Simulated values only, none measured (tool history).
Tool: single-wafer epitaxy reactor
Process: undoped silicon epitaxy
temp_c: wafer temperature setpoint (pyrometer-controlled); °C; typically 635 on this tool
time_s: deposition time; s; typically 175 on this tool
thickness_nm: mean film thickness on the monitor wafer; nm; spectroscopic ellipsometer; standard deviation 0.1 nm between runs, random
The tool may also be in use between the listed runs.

| run | hour | temp_c | time_s | read-back reference wafer on the same gauge, thickness_nm | thickness_nm |
|---|---|---|---|---|---|
| 1 | 0 | 635 | 175 | 22.975 | 21.082 |
| 2 | 80.3 | 635 | 175 | 23.033 | 21.115 |
| 3 | 127 | 641 | 175 | 22.981 | 24.664 |
| 4 | 168.2 | 635 | 192 | 23.04 | 23.367 |
| 5 | 238 | 635 | 192 | 23.069 | 23.394 |
| 6 | 286 | 635 | 192 | 22.991 | 23.251 |
| 7 | 378.6 | 635 | 175 | 22.964 | 21.313 |
| 8 | 466 | 635 | 175 | 22.965 | 21.215 |
| 9 | 559.9 | 635 | 175 | 23.031 | 21.516 |
| 10 | 655.8 | 635 | 192 | 22.964 | 22.234 |
| 11 | 757.9 | 621 | 148 | 23.026 | 12.11 |
| 12 | 798.8 | 647 | 195 | 22.975 | 31.07 |
| 13 | 868.1 | 640 | 200 | 23.001 | 27.141 |
| 14 | 962 | 631 | 154 | 23.039 | 16.568 |
| 15 | 1018.6 | 648 | 141 | 22.997 | 23.754 |
| 16 | 1055 | 627 | 159 | 23.01 | 15.714 |
| 17 | 1123.6 | 635 | 175 | 22.969 | 21.318 |
| 18 | 1176.7 | 635 | 175 | 23.005 | 21.197 |

Missing from the log above: 2 entries noted between runs. For each, name the pair of listed runs it sits between and say how the tool's hidden condition differs from the listed run just before to the listed run just after:
After run 9, before run 10: pyrometer calibrated (hour 639.7)
  wafer temperature above the value expected at the setpoint (K): 2.05 -> 0.0858
  the result without the hidden state subtracted from the measured one, thickness_nm: +1.1 -> +0.049 nm
After run 13, before run 14: gauge calibrated (hour 870.7)
  wafer temperature above the value expected at the setpoint (K): 1.1 -> 1.4
  the result without the hidden state subtracted from the measured one, thickness_nm: +0.746 -> +0.588 nm

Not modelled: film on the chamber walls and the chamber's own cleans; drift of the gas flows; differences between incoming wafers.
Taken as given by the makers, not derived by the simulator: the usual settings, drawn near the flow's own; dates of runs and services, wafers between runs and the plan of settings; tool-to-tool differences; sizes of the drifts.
